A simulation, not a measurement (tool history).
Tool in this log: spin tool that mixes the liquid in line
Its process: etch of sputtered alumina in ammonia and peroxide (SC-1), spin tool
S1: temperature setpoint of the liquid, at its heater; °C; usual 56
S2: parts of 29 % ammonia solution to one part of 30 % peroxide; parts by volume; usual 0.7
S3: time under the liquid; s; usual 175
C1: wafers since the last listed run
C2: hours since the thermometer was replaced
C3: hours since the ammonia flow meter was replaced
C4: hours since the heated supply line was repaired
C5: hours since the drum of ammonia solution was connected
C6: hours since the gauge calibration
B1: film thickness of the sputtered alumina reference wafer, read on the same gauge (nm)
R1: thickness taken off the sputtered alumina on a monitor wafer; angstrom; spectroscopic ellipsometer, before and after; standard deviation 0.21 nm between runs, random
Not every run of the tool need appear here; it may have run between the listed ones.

run,hour,S1,S2,S3,C1,C2,C3,C4,C5,C6,B1,R1
1,0,56,0.7,175,0,2431.1,2084.4,2273.8,71.9,315.1,81.93,239.8
2,32.1,56,0.8,175,317,2463.2,2116.5,2305.9,104,347.2,82.12,245.5
# hour 53: heated supply line repaired
# hour 86.5: ammonia flow meter replaced
3,103.1,56,0.8,175,683,2534.2,16.6,50.1,175,418.2,82.34,241.8
4,159,56,0.8,175,553,2590.1,72.5,106,230.9,474.1,82.49,248.4
5,212.7,51.5,0.7,175,531,2643.8,126.2,159.7,284.6,527.8,82.57,189.8
6,251.1,51.5,0.7,175,380,2682.2,164.6,198.1,323,566.2,82.69,191.1
7,301.5,62,1,85,498,2732.6,215,248.5,373.4,616.6,82.83,169
8,355.9,56,0.7,175,538,2787,269.4,302.9,427.8,671,82.91,244.5
9,394.1,66,0.55,175,378,2825.2,307.6,341.1,466,709.2,82.98,399.5
10,433.8,53.5,0.7,75,393,2864.9,347.3,380.8,505.7,748.9,82.97,91.2
# hour 445.2: thermometer replaced
11,497.7,61.5,0.95,175,622,52.5,411.2,444.7,569.6,812.8,83.07,332.9
12,535.5,60.5,0.7,175,374,90.3,449,482.5,607.4,850.6,83.1,311.9
13,564.4,47,0.6,280,286,119.2,477.9,511.4,636.3,879.5,83.12,236.8
# hour 645.1: gauge calibrated
14,651.6,60.5,0.7,75,863,206.4,565.1,598.6,723.5,6.5,80.12,127.6
15,712.1,63.5,0.55,210,598,266.9,625.6,659.1,784,67,80.63,403.9
16,741,56,0.7,175,286,295.8,654.5,688,812.9,95.9,80.91,240.4
17,793.5,61,0.7,280,519,348.3,707,740.5,865.4,148.4,81.23,494.6
# hour 813.7: new drum of ammonia solution connected
18,993.9,56,0.7,175,1974,548.7,907.4,940.9,180.2,348.8,82.25,245.6
19,1020.8,61,0.7,175,266,575.6,934.3,967.8,207.1,375.7,82.36,311.2
20,1072.1,51.5,0.7,70,507,626.9,985.6,1019.1,258.4,427,82.53,75.5
21,1107.1,63,1.05,175,346,661.9,1020.6,1054.1,293.4,462,82.66,361
22,1175.4,56,0.7,175,676,730.2,1088.9,1122.4,361.7,530.3,82.81,241.8
23,1245.8,49.5,1.05,100,697,800.6,1159.3,1192.8,432.1,600.7,82.97,103.4

Run 24 is up next; what results do you expect?
24,1311.7,56,0.55,120,652,866.5,1225.2,1258.7,498,666.6,?,?

B1: 83.1
R1: 163.4 angstrom
Were there no unlogged condition in the tool, this run, its random variation unchanged, would have produced R1 157.4 angstrom.
